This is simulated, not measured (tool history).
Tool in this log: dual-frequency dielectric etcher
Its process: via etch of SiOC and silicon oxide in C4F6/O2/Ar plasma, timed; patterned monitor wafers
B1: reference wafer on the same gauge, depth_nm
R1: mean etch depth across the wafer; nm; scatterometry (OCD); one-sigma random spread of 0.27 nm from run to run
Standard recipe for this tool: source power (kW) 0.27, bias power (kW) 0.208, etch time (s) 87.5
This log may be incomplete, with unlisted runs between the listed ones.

Run 1, day 0: usual settings but source power (kW) 0.28, etch time (s) 95.5; B1 90.2. Result: R1 97.7 nm.
Run 2, day 2.008: usual settings but etch time (s) 69; B1 90.5. Result: R1 69.4 nm.
At day 3.867: gauge calibrated.
Run 3, day 5.5: usual settings but bias power (kW) 0.243; B1 90.5. Result: R1 92.6 nm.
Run 4, day 9.458: usual settings but bias power (kW) 0.243; B1 90.4. Result: R1 91.8 nm.
Run 5, day 13.558: usual settings but bias power (kW) 0.178; B1 90.4. Result: R1 83.5 nm.
Run 6, day 15.675: usual settings but source power (kW) 0.32, bias power (kW) 0.233, etch time (s) 65; B1 90.3. Result: R1 71.5 nm.
At day 19.158: source power generator calibrated.
Run 7, day 19.429: usual settings but bias power (kW) 0.237; B1 90.3. Result: R1 90.4 nm.
Run 8, day 22.871: usual settings but source power (kW) 0.32, bias power (kW) 0.161; B1 90.3. Result: R1 86.1 nm.
Run 9, day 24.446: usual settings but bias power (kW) 0.17, etch time (s) 111; B1 90.3. Result: R1 103.3 nm.
At day 26.167: wet clean of the chamber.
Run 10, day 26.188: usual settings; B1 90.5. Result: R1 88.3 nm.
Run 11, day 29.471: usual settings but source power (kW) 0.33, etch time (s) 95; B1 90.4. Result: R1 102.5 nm.
Run 12, day 33.85: usual settings but source power (kW) 0.32, bias power (kW) 0.178, etch time (s) 113; B1 90.5. Result: R1 115.6 nm.
Run 13, day 36.408: usual settings but bias power (kW) 0.232, etch time (s) 76; B1 90.4. Result: R1 79 nm.
At day 37.267: bias power generator calibrated.
Run 14, day 39.612: usual settings but source power (kW) 0.23, bias power (kW) 0.162, etch time (s) 100; B1 90.5. Result: R1 88.9 nm.
Run 15, day 41.554: usual settings but source power (kW) 0.24, bias power (kW) 0.168, etch time (s) 67; B1 90.4. Result: R1 61.4 nm.
Run 16, day 43.442: usual settings but source power (kW) 0.24, bias power (kW) 0.224, etch time (s) 112; B1 90.4. Result: R1 110.9 nm.
Run 17, day 45.817: usual settings but source power (kW) 0.22; B1 90.3. Result: R1 82.5 nm.
At day 47.3: upper electrode replaced.
Run 18, day 50.212: usual settings but source power (kW) 0.24; B1 90.3. Result: R1 84.4 nm.
At day 52.483: wet clean of the chamber.
Run 19, day 53.671: usual settings but bias power (kW) 0.177; B1 90.4. Result: R1 86.5 nm.
Run 20, day 55.775: usual settings; B1 90.4. Result: R1 90 nm.
Run 21, day 68.642: usual settings; B1 90.3. Result: R1 88.8 nm.
Run 22, day 78.379: usual settings but etch time (s) 62; B1 90.5. Result: R1 62.1 nm.
At day 81.25: wet clean of the chamber.
Run 23, day 81.271: usual settings but source power (kW) 0.29; B1 90.4. Result: R1 91.6 nm.
Run 24, day 81.904: usual settings; B1 90.4. Result: R1 89.4 nm.
Run 25, day 83.95: usual settings but source power (kW) 0.23; B1 90.6. Result: R1 84.3 nm.
Run 26, day 85.688: usual settings but source power (kW) 0.33, etch time (s) 110.5; B1 90.5. Result: R1 121.1 nm.
At day 88.392: gauge calibrated.
Run 27, day 89.279: usual settings but etch time (s) 100; B1 90.5. Result: R1 101.8 nm.
Run 28, day 95.946: usual settings but source power (kW) 0.33, bias power (kW) 0.163, etch time (s) 94; B1 90.4. Result: R1 95.1 nm.

What the log doesn't show, run by run:
source power that arrives over what is set, %: 0 in every run
gauge reads high (%): 0 in every run
H1: etch rate over this chamber's usual, %
H2: bias power that arrives over what is set, %
run      H1      H2
  1  -0.707   -5.18
  2   -0.86   -5.21
  3   -1.13   -5.26
  4   -1.43   -5.32
  5   -1.74   -5.37
  6    -1.9   -5.39
  7   -2.19   -5.44
  8   -2.45   -5.47
  9   -2.57   -5.49
 10  -0.452    -5.5
 11  -0.702   -5.53
 12   -1.04   -5.57
 13   -1.23   -5.59
 14   -1.48  -0.299
 15   -1.62  -0.509
 16   -1.77  -0.705
 17   -1.95   -0.94
 18   -2.28   -1.34
 19  0.0487   -1.63
 20  -0.112    -1.8
 21   -1.09   -2.67
 22   -1.84   -3.18
 23  -0.221   -3.31
 24  -0.269   -3.33
 25  -0.425   -3.42
 26  -0.558   -3.49
 27  -0.832   -3.63
 28   -1.34   -3.86
